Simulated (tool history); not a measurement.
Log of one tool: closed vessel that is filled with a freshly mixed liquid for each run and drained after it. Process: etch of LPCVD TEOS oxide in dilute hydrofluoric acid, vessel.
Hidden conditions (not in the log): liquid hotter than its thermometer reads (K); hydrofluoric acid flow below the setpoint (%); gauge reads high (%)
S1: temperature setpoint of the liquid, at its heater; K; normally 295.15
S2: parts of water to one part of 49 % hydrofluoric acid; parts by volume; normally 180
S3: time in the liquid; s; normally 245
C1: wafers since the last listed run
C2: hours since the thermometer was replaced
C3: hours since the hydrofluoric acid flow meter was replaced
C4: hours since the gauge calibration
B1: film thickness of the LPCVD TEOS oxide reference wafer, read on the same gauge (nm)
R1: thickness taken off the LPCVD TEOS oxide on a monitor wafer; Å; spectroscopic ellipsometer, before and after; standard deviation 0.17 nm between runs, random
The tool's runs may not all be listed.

{"run": 1, "hour": 0.0, "S1": 295.15, "S2": 180, "S3": 305, "C1": 0, "C2": 878.4, "C3": 2293.6, "C4": 273.1, "B1": 130, "R1": 545.4}
{"run": 2, "hour": 17.4, "S1": 297.65, "S2": 145, "S3": 245, "C1": 1766, "C2": 895.8, "C3": 2311, "C4": 290.5, "B1": 130.01, "R1": 613.1}
{"run": 3, "hour": 30.1, "S1": 297.65, "S2": 145, "S3": 245, "C1": 1289, "C2": 908.5, "C3": 2323.7, "C4": 303.2, "B1": 129.99, "R1": 622.1}
{"run": 4, "hour": 56.0, "S1": 297.65, "S2": 145, "S3": 245, "C1": 2629, "C2": 934.4, "C3": 2349.6, "C4": 329.1, "B1": 129.99, "R1": 620.5}
{"run": 5, "hour": 75.6, "S1": 295.15, "S2": 180, "S3": 245, "C1": 1990, "C2": 954, "C3": 2369.2, "C4": 348.7, "B1": 130, "R1": 432}
{"run": 6, "hour": 99.3, "S1": 295.15, "S2": 180, "S3": 245, "C1": 2406, "C2": 977.7, "C3": 2392.9, "C4": 372.4, "B1": 130, "R1": 436.2}
{"run": 7, "hour": 116.7, "S1": 295.15, "S2": 180, "S3": 245, "C1": 1766, "C2": 995.1, "C3": 2410.3, "C4": 389.8, "B1": 130.01, "R1": 433.4}
{"run": 8, "hour": 136.0, "S1": 295.15, "S2": 180, "S3": 245, "C1": 1959, "C2": 1014.4, "C3": 2429.6, "C4": 409.1, "B1": 129.99, "R1": 436.9}
{"run": 9, "hour": 152.5, "S1": 297.15, "S2": 150, "S3": 245, "C1": 1675, "C2": 1030.9, "C3": 2446.1, "C4": 425.6, "B1": 130, "R1": 580.1}
{"run": 10, "hour": 174.5, "S1": 297.15, "S2": 150, "S3": 245, "C1": 2233, "C2": 1052.9, "C3": 2468.1, "C4": 447.6, "B1": 130, "R1": 586.7}
{"hour": 176.2, "done": "hydrofluoric acid flow meter replaced"}
{"run": 11, "hour": 196.1, "S1": 297.15, "S2": 150, "S3": 245, "C1": 2091, "C2": 1074.5, "C3": 19.9, "C4": 469.2, "B1": 130.02, "R1": 584.9}
{"run": 12, "hour": 230.9, "S1": 297.15, "S2": 155, "S3": 190, "C1": 3533, "C2": 1109.3, "C3": 54.7, "C4": 504, "B1": 130, "R1": 434.5}
{"run": 13, "hour": 252.7, "S1": 295.15, "S2": 180, "S3": 245, "C1": 2213, "C2": 1131.1, "C3": 76.5, "C4": 525.8, "B1": 130, "R1": 436.9}
{"run": 14, "hour": 268.3, "S1": 295.15, "S2": 180, "S3": 245, "C1": 1584, "C2": 1146.7, "C3": 92.1, "C4": 541.4, "B1": 130, "R1": 436.5}
{"hour": 273.7, "done": "gauge calibrated"}
{"run": 15, "hour": 302.1, "S1": 295.15, "S2": 265, "S3": 245, "C1": 3432, "C2": 1180.5, "C3": 125.9, "C4": 28.4, "B1": 130, "R1": 270.5}
{"hour": 334.0, "done": "thermometer replaced"}
{"run": 16, "hour": 337.8, "S1": 295.15, "S2": 180, "S3": 245, "C1": 3523, "C2": 3.8, "C3": 161.6, "C4": 64.1, "B1": 130.02, "R1": 438.3}
{"run": 17, "hour": 367.9, "S1": 295.15, "S2": 180, "S3": 340, "C1": 3056, "C2": 33.9, "C3": 191.7, "C4": 94.2, "B1": 130, "R1": 606.3}
{"run": 18, "hour": 389.2, "S1": 299.65, "S2": 180, "S3": 245, "C1": 2162, "C2": 55.2, "C3": 213, "C4": 115.5, "B1": 129.99, "R1": 513.3}
{"run": 19, "hour": 401.6, "S1": 295.15, "S2": 105, "S3": 245, "C1": 1259, "C2": 67.6, "C3": 225.4, "C4": 127.9, "B1": 129.99, "R1": 817.6}
{"run": 20, "hour": 432.5, "S1": 295.15, "S2": 115, "S3": 340, "C1": 3137, "C2": 98.5, "C3": 256.3, "C4": 158.8, "B1": 130, "R1": 1016.9}
{"run": 21, "hour": 468.3, "S1": 295.15, "S2": 180, "S3": 385, "C1": 3635, "C2": 134.3, "C3": 292.1, "C4": 194.6, "B1": 130, "R1": 687}
{"run": 22, "hour": 485.7, "S1": 295.15, "S2": 125, "S3": 245, "C1": 1766, "C2": 151.7, "C3": 309.5, "C4": 212, "B1": 130, "R1": 666.2}

Each row is a separate what-if for the run after 22, all from the same tool condition, not one after another. Results?
{"run": "A", "hour": 486.4, "S1": 295.15, "S2": 95, "S3": 245, "C1": 71, "C2": 152.4, "C3": 310.2, "C4": 212.7, "B1": "?", "R1": "?"}
{"run": "B", "hour": 486.4, "S1": 290.15, "S2": 180, "S3": 245, "C1": 71, "C2": 152.4, "C3": 310.2, "C4": 212.7, "B1": "?", "R1": "?"}
{"run": "C", "hour": 486.4, "S1": 297.65, "S2": 260, "S3": 245, "C1": 71, "C2": 152.4, "C3": 310.2, "C4": 212.7, "B1": "?", "R1": "?"}
{"run": "D", "hour": 486.4, "S1": 293.15, "S2": 130, "S3": 245, "C1": 71, "C2": 152.4, "C3": 310.2, "C4": 212.7, "B1": "?", "R1": "?"}
{"run": "E", "hour": 486.4, "S1": 290.15, "S2": 220, "S3": 245, "C1": 71, "C2": 152.4, "C3": 310.2, "C4": 212.7, "B1": "?", "R1": "?"}

run=A B1=130.01 R1=907.6
run=B B1=130.01 R1=358.1
run=C B1=130.01 R1=304.5
run=D B1=130.01 R1=588.2
run=E B1=130.01 R1=282.5
Take away the tool's hidden state, keep each run's random variation, and the runs would have read:
run=A R1=907.6
run=B R1=358.1
run=C R1=304.5
run=D R1=588.2
run=E R1=282.5

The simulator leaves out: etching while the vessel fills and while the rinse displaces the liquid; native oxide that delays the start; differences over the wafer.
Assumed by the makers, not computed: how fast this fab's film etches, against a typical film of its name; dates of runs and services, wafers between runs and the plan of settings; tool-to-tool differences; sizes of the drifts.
